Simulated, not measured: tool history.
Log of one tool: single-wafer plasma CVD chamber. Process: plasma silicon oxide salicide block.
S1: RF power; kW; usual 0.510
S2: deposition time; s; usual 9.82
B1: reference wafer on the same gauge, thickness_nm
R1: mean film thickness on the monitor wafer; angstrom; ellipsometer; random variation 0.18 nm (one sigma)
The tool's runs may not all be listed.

run,hour,S1,S2,B1,R1
1,0.0,0.510,10.80,77.572,952.04
2,33.2,0.550,9.82,77.600,877.47
3,84.7,0.550,9.82,77.606,883.40
4,114.0,0.510,9.82,77.600,866.92
5,171.3,0.510,9.82,77.574,868.04
6,217.3,0.510,9.82,77.636,867.37
7,253.4,0.570,8.37,77.606,755.98
8,321.3,0.510,9.82,77.602,867.87
9,374.9,0.565,9.82,77.639,885.96
10,419.4,0.570,8.37,77.672,754.74
11,489.4,0.560,9.82,77.616,882.52
12,557.9,0.510,9.82,77.545,866.96
13,637.8,0.510,10.99,77.552,969.84
14,706.5,0.510,9.82,77.600,867.76
15,736.6,0.460,9.82,77.588,849.68
16,760.9,0.535,9.82,77.617,873.42
17,818.3,0.510,9.82,77.628,868.64
18,875.5,0.545,11.60,77.626,1035.49
19,905.2,0.445,9.82,77.594,845.95

Not shown: 3 entries that the log had between the listed runs. Between which runs, and how does the tool's hidden state differ before and after?
Between runs 8 and 9: gauge calibrated (hour 361.7)
  no hidden state differs between the two runs
Between runs 12 and 13: showerhead replaced (hour 574.6); RF generator calibrated (hour 594.7)
  no hidden state differs between the two runs
